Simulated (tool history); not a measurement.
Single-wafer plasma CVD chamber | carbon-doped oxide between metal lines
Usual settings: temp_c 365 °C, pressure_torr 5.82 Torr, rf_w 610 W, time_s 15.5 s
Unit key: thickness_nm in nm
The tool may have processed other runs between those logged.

run	hour	temp_c	pressure_torr	rf_w	time_s	read-back reference wafer on the same gauge, thickness_nm	thickness_nm
1	0	365	5.82	610	15.5	64.286	72.757
2	16.5	365	5.82	610	15.5	64.336	72.794
3	29.9	355	5.82	610	15.5	64.304	74.808
4	42.5	355	5.82	610	15.5	64.283	74.886
5	50.5	365	6.67	610	15.5	64.3	73.794
# hour 65.2: capacitance manometer re-zeroed and calibrated
# hour 80.4: thermocouple changed; heater temperature recalibrated
6	80.9	365	6.67	610	15.5	64.341	73.872
7	84.2	365	6.67	610	15.5	64.315	73.676
# hour 86.6: gauge calibrated
8	92.3	376	7.09	710	13.5	64.314	70.297
# hour 108.9: showerhead replaced
# hour 132.8: RF generator calibrated
9	133.3	374	7.13	520	14.2	64.296	62.852
10	136.7	365	5.82	610	15.5	64.282	77.297
11	153.3	365	5.82	610	14.6	64.307	72.933

Run 12 is up next; what results do you expect?
12	169.5	375	5.82	650	14.2	?	?

Logged for run 12: read-back reference wafer on the same gauge, thickness_nm 64.344, thickness_nm 72.371 nm.
On a tool with no hidden condition, and with the same random variation, this run would have come out at thickness_nm 72.674 nm.
